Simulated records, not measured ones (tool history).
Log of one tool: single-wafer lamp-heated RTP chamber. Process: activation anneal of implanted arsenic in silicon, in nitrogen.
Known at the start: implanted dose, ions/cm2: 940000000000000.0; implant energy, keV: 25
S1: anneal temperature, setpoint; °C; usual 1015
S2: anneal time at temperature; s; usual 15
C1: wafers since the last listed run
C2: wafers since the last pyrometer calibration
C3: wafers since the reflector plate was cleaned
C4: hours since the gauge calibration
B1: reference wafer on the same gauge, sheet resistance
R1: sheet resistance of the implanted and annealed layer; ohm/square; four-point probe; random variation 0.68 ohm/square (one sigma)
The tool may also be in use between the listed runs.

{"run": 1, "hour": 0.0, "S1": 1015, "S2": 15, "C1": 0, "C2": 5801, "C3": 3756, "C4": 259.3, "B1": 152.39, "R1": 153.05}
{"run": 2, "hour": 70.4, "S1": 1026, "S2": 15, "C1": 1333, "C2": 7135, "C3": 5090, "C4": 329.7, "B1": 152.49, "R1": 151.03}
{"hour": 133.4, "done": "pyrometer window cleaned and pyrometer calibrated"}
{"run": 3, "hour": 134.5, "S1": 1015, "S2": 19, "C1": 1063, "C2": 21, "C3": 6153, "C4": 393.8, "B1": 152.08, "R1": 150.84}
{"run": 4, "hour": 205.2, "S1": 1015, "S2": 19, "C1": 1339, "C2": 1361, "C3": 7492, "C4": 464.5, "B1": 151.91, "R1": 150.67}
{"run": 5, "hour": 232.9, "S1": 1015, "S2": 15, "C1": 524, "C2": 1886, "C3": 8017, "C4": 492.2, "B1": 151.76, "R1": 153.56}
{"hour": 241.4, "done": "reflector plate cleaned"}
{"run": 6, "hour": 278.6, "S1": 1015, "S2": 15, "C1": 714, "C2": 2600, "C3": 704, "C4": 537.9, "B1": 151.65, "R1": 153.7}
{"run": 7, "hour": 307.4, "S1": 1015, "S2": 15, "C1": 545, "C2": 3146, "C3": 1250, "C4": 566.7, "B1": 151.82, "R1": 152.26}
{"run": 8, "hour": 348.4, "S1": 1021, "S2": 15, "C1": 776, "C2": 3922, "C3": 2027, "C4": 607.7, "B1": 151.3, "R1": 149.64}
{"run": 9, "hour": 403.1, "S1": 1021, "S2": 15, "C1": 1036, "C2": 4959, "C3": 3063, "C4": 662.4, "B1": 151.11, "R1": 150.65}
{"run": 10, "hour": 450.1, "S1": 1021, "S2": 15, "C1": 890, "C2": 5850, "C3": 3954, "C4": 709.4, "B1": 150.94, "R1": 149.66}
{"run": 11, "hour": 495.2, "S1": 1015, "S2": 15, "C1": 854, "C2": 6704, "C3": 4809, "C4": 754.5, "B1": 151.04, "R1": 152.09}
{"run": 12, "hour": 530.7, "S1": 1015, "S2": 15, "C1": 672, "C2": 7377, "C3": 5481, "C4": 790.0, "B1": 150.7, "R1": 151.13}
{"hour": 572.8, "done": "pyrometer window cleaned and pyrometer calibrated"}
{"run": 13, "hour": 573.3, "S1": 1015, "S2": 15, "C1": 655, "C2": 10, "C3": 6137, "C4": 832.6, "B1": 150.47, "R1": 150.51}
{"run": 14, "hour": 596.0, "S1": 1027, "S2": 8, "C1": 430, "C2": 440, "C3": 6567, "C4": 855.3, "B1": 150.43, "R1": 152.95}
{"run": 15, "hour": 702.9, "S1": 1027, "S2": 8, "C1": 2025, "C2": 2465, "C3": 8593, "C4": 962.2, "B1": 149.89, "R1": 151.94}
{"hour": 726.6, "done": "reflector plate cleaned"}
{"run": 16, "hour": 742.3, "S1": 1027, "S2": 8, "C1": 594, "C2": 3060, "C3": 297, "C4": 1001.6, "B1": 149.51, "R1": 153.27}
{"run": 17, "hour": 784.8, "S1": 1033, "S2": 15, "C1": 805, "C2": 3866, "C3": 1103, "C4": 1044.1, "B1": 149.25, "R1": 145.76}
{"run": 18, "hour": 841.7, "S1": 1004, "S2": 23, "C1": 1078, "C2": 4944, "C3": 2181, "C4": 1101.0, "B1": 149.0, "R1": 149.14}
{"run": 19, "hour": 894.7, "S1": 1025, "S2": 6, "C1": 1004, "C2": 5948, "C3": 3185, "C4": 1154.0, "B1": 148.54, "R1": 154.9}
{"hour": 933.4, "done": "pyrometer window cleaned and pyrometer calibrated"}
{"run": 20, "hour": 937.7, "S1": 1015, "S2": 15, "C1": 663, "C2": 80, "C3": 3848, "C4": 1197.0, "B1": 148.14, "R1": 148.06}
{"run": 21, "hour": 961.7, "S1": 1015, "S2": 10, "C1": 454, "C2": 535, "C3": 4303, "C4": 1221.0, "B1": 147.95, "R1": 152.4}
{"run": 22, "hour": 1016.9, "S1": 1039, "S2": 19, "C1": 1045, "C2": 1581, "C3": 5349, "C4": 1276.2, "B1": 147.68, "R1": 141.04}
{"run": 23, "hour": 1069.8, "S1": 1015, "S2": 15, "C1": 1002, "C2": 2583, "C3": 6351, "C4": 1329.1, "B1": 147.37, "R1": 147.89}
{"run": 24, "hour": 1135.8, "S1": 1015, "S2": 7, "C1": 1250, "C2": 3834, "C3": 7602, "C4": 1395.1, "B1": 146.54, "R1": 153.74}
{"run": 25, "hour": 1190.1, "S1": 1015, "S2": 15, "C1": 1028, "C2": 4863, "C3": 8631, "C4": 1449.4, "B1": 146.21, "R1": 147.88}
{"run": 26, "hour": 1235.2, "S1": 1015, "S2": 12, "C1": 854, "C2": 5717, "C3": 9485, "C4": 1494.5, "B1": 145.7, "R1": 147.7}
{"hour": 1250.5, "done": "reflector plate cleaned"}
{"run": 27, "hour": 1261.3, "S1": 1015, "S2": 15, "C1": 342, "C2": 6060, "C3": 204, "C4": 1520.6, "B1": 145.45, "R1": 147.17}
{"run": 28, "hour": 1304.5, "S1": 990, "S2": 15, "C1": 818, "C2": 6879, "C3": 1023, "C4": 1563.8, "B1": 144.92, "R1": 151.06}
{"hour": 1344.7, "done": "gauge calibrated"}
{"run": 29, "hour": 1369.8, "S1": 1003, "S2": 15, "C1": 1237, "C2": 8116, "C3": 2260, "C4": 25.1, "B1": 153.56, "R1": 156.76}
{"hour": 1386.9, "done": "pyrometer window cleaned and pyrometer calibrated"}
{"run": 30, "hour": 1437.3, "S1": 1015, "S2": 21, "C1": 1127, "C2": 955, "C3": 3387, "C4": 92.6, "B1": 153.42, "R1": 150.38}
{"run": 31, "hour": 1492.9, "S1": 1035, "S2": 9, "C1": 1053, "C2": 2009, "C3": 4441, "C4": 148.2, "B1": 153.38, "R1": 153.9}
{"run": 32, "hour": 1547.5, "S1": 1003, "S2": 10, "C1": 1034, "C2": 3043, "C3": 5475, "C4": 202.8, "B1": 153.51, "R1": 160.27}
{"run": 33, "hour": 1687.6, "S1": 1041, "S2": 13, "C1": 2654, "C2": 5698, "C3": 8130, "C4": 342.9, "B1": 153.03, "R1": 151.07}
{"hour": 1738.7, "done": "reflector plate cleaned"}
{"run": 34, "hour": 1747.3, "S1": 1007, "S2": 8, "C1": 979, "C2": 6678, "C3": 162, "C4": 402.6, "B1": 153.13, "R1": 161.05}
{"run": 35, "hour": 1773.7, "S1": 1038, "S2": 23, "C1": 500, "C2": 7178, "C3": 662, "C4": 429.0, "B1": 153.07, "R1": 146.72}

5 ways to go on from here, each from the tool as it stands after run 35. What would each give?
{"run": "A", "hour": 1774.1, "S1": 1015, "S2": 23, "C1": 7, "C2": 7185, "C3": 670, "C4": 429.4, "B1": "?", "R1": "?"}
{"run": "B", "hour": 1774.1, "S1": 985, "S2": 22, "C1": 7, "C2": 7185, "C3": 670, "C4": 429.4, "B1": "?", "R1": "?"}
{"run": "C", "hour": 1774.1, "S1": 991, "S2": 20, "C1": 7, "C2": 7185, "C3": 670, "C4": 429.4, "B1": "?", "R1": "?"}
{"run": "D", "hour": 1774.1, "S1": 1015, "S2": 24, "C1": 7, "C2": 7185, "C3": 670, "C4": 429.4, "B1": "?", "R1": "?"}
{"run": "E", "hour": 1774.1, "S1": 996, "S2": 23, "C1": 7, "C2": 7185, "C3": 670, "C4": 429.4, "B1": "?", "R1": "?"}

run=A B1=153.07 R1=150.79
run=B B1=153.07 R1=158.21
run=C B1=153.07 R1=157.41
run=D B1=153.07 R1=150.43
run=E B1=153.07 R1=154.94
Without the tool's hidden state the same runs would have given:
run=A R1=150.78
run=B R1=158.21
run=C R1=157.40
run=D R1=150.43
run=E R1=154.93

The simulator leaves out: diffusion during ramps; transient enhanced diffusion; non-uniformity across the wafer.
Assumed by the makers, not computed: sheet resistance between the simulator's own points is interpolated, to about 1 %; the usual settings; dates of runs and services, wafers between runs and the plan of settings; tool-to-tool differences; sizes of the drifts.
